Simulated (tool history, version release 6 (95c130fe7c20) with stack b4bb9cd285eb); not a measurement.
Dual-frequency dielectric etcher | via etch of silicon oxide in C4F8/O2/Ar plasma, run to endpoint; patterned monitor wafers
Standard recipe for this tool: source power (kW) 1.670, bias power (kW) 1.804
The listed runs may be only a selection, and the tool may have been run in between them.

run	day	source power (kW)	bias power (kW)	wafers since the last listed run	hours since the last wet clean	hours since the last source power generator calibration	hours since the last bias power generator calibration	hours since the last upper electrode change	incoming incoming film thickness, nm	endpoint time (s)
1	0.000	1.670	1.804	0	39.4	2323.0	2965.8	2515.2	1210.8	236.5
2	1.417	1.670	1.804	158	73.4	2357.0	2999.8	2549.2	1217.8	240.7
3	2.000	1.670	1.804	65	87.4	2371.0	3013.8	2563.2	1208.2	236.5
4	2.971	1.670	1.804	108	110.7	2394.3	3037.1	2586.5	1215.1	239.1
5	4.396	1.670	1.804	159	144.9	2428.5	3071.3	2620.7	1219.3	237.8
6	5.442	1.670	1.804	117	170.0	2453.6	3096.4	2645.8	1209.0	235.7
7	6.900	1.670	1.508	163	205.0	2488.6	3131.4	2680.8	1209.7	257.4
8	7.438	1.670	1.508	60	217.9	2501.5	3144.3	2693.7	1219.8	257.5
9	8.638	1.670	2.107	134	246.7	2530.3	3173.1	2722.5	1218.1	222.1
10	9.462	1.670	2.107	92	266.5	2550.1	3192.9	2742.3	1232.9	225.5
11	11.862	1.670	2.107	268	324.1	2607.7	3250.5	2799.9	1210.9	219.9
12	13.138	1.670	2.151	142	354.7	2638.3	3281.1	2830.5	1223.6	221.5
# day 14.412: bias power generator calibrated
13	14.621	1.670	1.804	147	390.3	2673.9	5.0	2866.1	1218.8	238.5
14	15.429	1.670	1.804	90	409.7	2693.3	24.4	2885.5	1221.7	240.5
15	16.212	1.400	1.804	87	428.5	2712.1	43.2	2904.3	1212.7	256.8
16	16.904	1.890	1.673	77	445.1	2728.7	59.8	2920.9	1218.9	237.8
# day 18.417: wet clean of the chamber
17	18.438	1.670	1.804	59	0.5	2765.5	96.6	2957.7	1230.2	239.1
18	19.133	1.890	1.997	77	17.2	2782.2	113.3	2974.4	1204.2	217.1
# day 19.362: source power generator calibrated
# day 20.558: upper electrode replaced
19	20.579	2.020	1.482	31	51.9	29.2	148.0	0.5	1218.0	243.0
20	21.504	1.510	1.804	103	74.1	51.4	170.2	22.7	1224.2	249.3
21	22.983	1.500	1.617	165	109.6	86.9	205.7	58.2	1220.2	263.7
22	24.396	2.010	1.804	158	143.5	120.8	239.6	92.1	1212.5	223.2
23	25.438	1.670	1.804	116	168.5	145.8	264.6	117.1	1223.7	241.2
24	26.733	1.670	1.804	145	199.6	176.9	295.7	148.2	1215.4	238.0
25	27.517	1.910	1.519	87	218.4	195.7	314.5	167.0	1212.8	242.5
26	28.908	1.670	2.220	155	251.8	229.1	347.9	200.4	1223.7	219.1
27	29.804	1.270	1.969	100	273.3	250.6	369.4	221.9	1205.4	252.8
28	30.708	2.080	1.965	101	295.0	272.3	391.1	243.6	1214.4	211.2
29	31.933	1.930	1.545	137	324.4	301.7	420.5	273.0	1220.8	243.2
30	32.938	1.670	2.030	112	348.5	325.8	444.6	297.1	1217.4	224.5
# day 34.162: wet clean of the chamber
31	34.183	1.350	2.235	27	0.5	355.7	474.5	327.0	1219.3	231.4
32	34.512	1.500	1.676	36	8.4	363.6	482.4	334.9	1220.5	258.5
33	35.429	1.430	1.804	102	30.4	385.6	504.4	356.9	1207.8	249.8
34	35.929	1.430	1.804	56	42.4	397.6	516.4	368.9	1210.1	251.7

What differs in the tool's unlogged condition from the final listed run ahead of each entry between runs to the first listed run following it?
In the gap between runs 12 and 13: bias power generator calibrated (day 14.412)
  the hidden state is the same at both runs
In the gap between runs 16 and 17: wet clean of the chamber (day 18.417)
  the hidden state is the same at both runs
In the gap between runs 18 and 19: source power generator calibrated (day 19.362); upper electrode replaced (day 20.558)
  the hidden state is the same at both runs
In the gap between runs 30 and 31: wet clean of the chamber (day 34.162)
  the hidden state is the same at both runs
